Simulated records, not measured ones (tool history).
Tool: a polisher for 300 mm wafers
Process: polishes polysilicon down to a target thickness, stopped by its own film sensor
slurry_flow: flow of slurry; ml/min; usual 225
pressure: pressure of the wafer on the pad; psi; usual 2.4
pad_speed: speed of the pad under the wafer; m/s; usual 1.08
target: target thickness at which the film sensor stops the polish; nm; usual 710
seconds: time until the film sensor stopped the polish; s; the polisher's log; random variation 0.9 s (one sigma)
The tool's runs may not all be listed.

run   hour  slurry_flow  pressure  pad_speed  target  incoming thickness of the incoming film, nm  seconds
  1    0.0          225       2.4       1.08     710                                       1301.5     87.5
  2   34.9          225       2.4       1.08     710                                       1271.5     86.1
  3   61.6          225       2.4       1.08     710                                       1269.3     87.1
  4   78.2          225       2.4       1.08     799                                       1300.5     81.5
      93.7  -- worn pad replaced by a new one
     100.5  -- head pressure recalibrated
  5  105.3          225       2.4       1.08     710                                       1270.3     80.0
  6  134.8          225       2.4       1.08     710                                       1276.1     83.2
  7  157.0          225       2.4       1.08     710                                       1266.3     83.6
  8  181.9          165       2.1       1.08     710                                       1272.8    100.5
  9  210.1          165       2.1       1.08     710                                       1281.7    105.2
 10  227.3          290       2.4       1.08     710                                       1281.1     87.3
     245.4  -- worn pad replaced by a new one
 11  245.9          290       2.4       1.08     710                                       1308.4     83.6
 12  276.3          290       2.4       1.08     710                                       1275.3     79.9
 13  294.0          225       2.2       1.08     710                                       1277.8     89.6
 14  322.9          225       2.2       1.08     710                                       1277.9     92.9
     340.9  -- slurry nozzle cleaned
 15  348.9          225       2.4       1.08     710                                       1299.1     90.0
 16  361.2          225       2.4       0.90     710                                       1303.1    109.4
 17  375.8          265       2.4       1.08     710                                       1282.4     89.9

Forecast run 18:
     397.1  -- worn pad replaced by a new one
 18  399.7          225       2.4       1.08     710                                       1293.8        ?

Run 18 gave seconds 84.2 s.
Without the tool's hidden state the same run would have given seconds 82.4 s.
